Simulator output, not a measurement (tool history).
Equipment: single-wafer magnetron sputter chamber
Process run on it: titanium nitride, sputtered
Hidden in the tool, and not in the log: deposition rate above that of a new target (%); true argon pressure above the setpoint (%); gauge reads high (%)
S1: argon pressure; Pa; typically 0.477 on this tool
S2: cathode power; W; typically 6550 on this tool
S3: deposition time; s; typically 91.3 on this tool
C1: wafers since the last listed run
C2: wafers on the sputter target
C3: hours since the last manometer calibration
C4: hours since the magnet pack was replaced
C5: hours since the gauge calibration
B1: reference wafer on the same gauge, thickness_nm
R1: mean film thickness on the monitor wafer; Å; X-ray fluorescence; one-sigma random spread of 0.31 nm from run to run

run	day	S1	S2	S3	C1	C2	C3	C4	C5	B1	R1
1	0	0.477	6550	91.3	0	1884	297.5	6395.5	1151.5	143.988	1236.56
2	3.033	0.56	6550	91.3	879	2763	370.3	6468.3	1224.3	144.044	1202.03
3	6.225	0.477	6550	91.3	925	3688	446.9	6544.9	1300.9	144.001	1231.76
# day 8.167: magnet pack replaced
4	9.121	0.477	6550	91.3	742	4431	516.4	22.9	1370.4	144.002	1234.77
5	10.846	0.477	6550	91.3	500	4931	557.8	64.3	1411.8	144.047	1232.64
6	14.958	0.437	6550	95.4	1192	6123	656.5	163	1510.5	144.033	1301.77
# day 21.283: sputter target and shields replaced
7	24.962	0.437	6550	95.4	2803	1066	896.6	403.1	1750.6	143.931	1305.15
8	26.675	0.437	6550	95.4	496	1562	937.7	444.2	1791.7	143.966	1307.98
9	28.325	0.477	6550	91.3	478	2041	977.3	483.8	1831.3	144.073	1235.02
# day 29.733: capacitance manometer re-zeroed and calibrated
10	31.642	0.477	6550	91.3	864	2906	45.8	563.4	1910.9	143.972	1237.04
11	36.083	0.477	5950	91.3	1287	4193	152.4	670	2017.5	143.976	1127.63
# day 37.992: gauge calibrated
12	40.258	0.394	5150	80	1210	5404	252.6	770.2	54.4	143.963	871.96
13	41.771	0.351	4950	99.2	438	5842	288.9	806.5	90.7	144.066	1051.03
14	46.033	0.477	6550	91.3	1235	7078	391.2	908.8	193	143.989	1238.54
15	47.762	0.558	6550	86.5	501	7579	432.7	950.3	234.5	144.05	1140.93
# day 49.254: sputter target and shields replaced
16	51.133	0.477	7150	106	880	544	513.6	1031.2	315.4	144.016	1559.16
17	53.75	0.315	6550	91.3	758	1303	576.4	1094	378.2	143.991	1297.22
18	56.038	0.477	5600	84.5	663	1966	631.3	1148.9	433.1	144.116	975.98
19	62.279	0.477	6550	91.3	1809	3776	781.1	1298.7	582.9	144.001	1231.85
20	66.692	0.325	6550	91.3	1279	5055	887	1404.6	688.8	143.975	1292.17
21	69.412	0.351	4950	99.2	788	5843	952.3	1469.9	754.1	144.037	1050.18
# day 70.929: capacitance manometer re-zeroed and calibrated
# day 76.708: sputter target and shields replaced
22	82.242	0.377	5650	91.3	3525	1604	271.5	1777.8	1062	143.998	1100.1
23	86.412	0.381	6550	107.7	1209	2813	371.6	1877.9	1162.1	143.951	1501.63
24	88.5	0.477	6550	91.3	605	3418	421.7	1928	1212.2	144.031	1234.19
25	90.717	0.477	6550	79.9	642	4061	474.9	1981.2	1265.4	143.983	1077.26
26	92.829	0.3	5950	78.5	612	4673	525.6	2031.9	1316.1	143.945	1021.58
27	96.796	0.477	6550	91.3	1149	5823	620.8	2127.1	1411.3	143.951	1233.77
28	99.554	0.477	5000	91.3	799	6622	687	2193.3	1477.5	143.947	942.52
29	101.067	0.655	5150	91.3	438	7061	723.3	2229.6	1513.8	143.924	921.5
30	102.571	0.477	6550	78	436	7497	759.4	2265.7	1549.9	144.021	1058.19
# day 105.092: sputter target and shields replaced
31	106.842	0.477	6550	91.3	1141	507	861.9	2368.2	1652.4	143.964	1236.48
32	109.1	0.289	5100	91.3	654	1162	916.1	2422.4	1706.6	144.03	1017.8
33	110.704	0.355	7050	75.2	465	1627	954.6	2460.9	1745.1	144.008	1136.04

Consider 5 possible next runs. They are alternatives, not a sequence: every one starts from the tool as it was left by run 33. What does each give?
A	110.721	0.477	6550	104.3	4	1632	955	2461.3	1745.5	?	?
B	110.721	0.477	6550	82.8	4	1632	955	2461.3	1745.5	?	?
C	110.721	0.29	7550	85.7	4	1632	955	2461.3	1745.5	?	?
D	110.721	0.406	6550	91.3	4	1632	955	2461.3	1745.5	?	?
E	110.721	0.541	6550	107.9	4	1632	955	2461.3	1745.5	?	?

run	B1	R1
A	143.929	1407.74
B	143.929	1117.55
C	143.929	1412.7
D	143.929	1259.46
E	143.929	1428.18
Stripped of hidden state, with their random variation kept, the same runs would have yielded:
run	R1
A	1407.74
B	1117.55
C	1412.7
D	1259.46
E	1428.18
